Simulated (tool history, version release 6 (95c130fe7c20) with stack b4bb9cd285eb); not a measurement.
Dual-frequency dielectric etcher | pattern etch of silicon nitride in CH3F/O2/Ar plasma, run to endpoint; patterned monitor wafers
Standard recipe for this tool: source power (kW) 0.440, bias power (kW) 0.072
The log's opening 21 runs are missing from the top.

run,hour,source power (kW),bias power (kW),wafers since the last listed run,hours since the last wet clean,hours since the last source power generator calibration,hours since the last bias power generator calibration,hours since the last upper electrode change,"incoming incoming film thickness, nm",endpoint time (s)
22,303.3,0.500,0.072,63,20.3,22.3,93.4,188.6,31.00,37.1
23,313.1,0.360,0.060,91,30.1,32.1,103.2,198.4,31.20,49.4
24,321.3,0.440,0.084,76,38.3,40.3,111.4,206.6,31.08,37.2
25,332.1,0.390,0.063,100,49.1,51.1,122.2,217.4,31.26,46.5
26,341.0,0.440,0.062,82,58.0,60.0,131.1,226.3,31.21,43.7
27,347.8,0.440,0.072,63,64.8,66.8,137.9,233.1,31.29,39.7
28,354.6,0.520,0.072,63,71.6,73.6,144.7,239.9,31.32,36.6
29,369.3,0.380,0.077,136,86.3,88.3,159.4,254.6,31.36,41.4

The next listed run, before its measurement:
30,387.0,0.440,0.072,164,104.0,106.0,177.1,272.3,30.97,?

{"run 30": {"endpoint time (s)": 39.9}}
On a tool with no hidden condition, and with the same random variation, this run would have come out at endpoint time (s) 40.1.
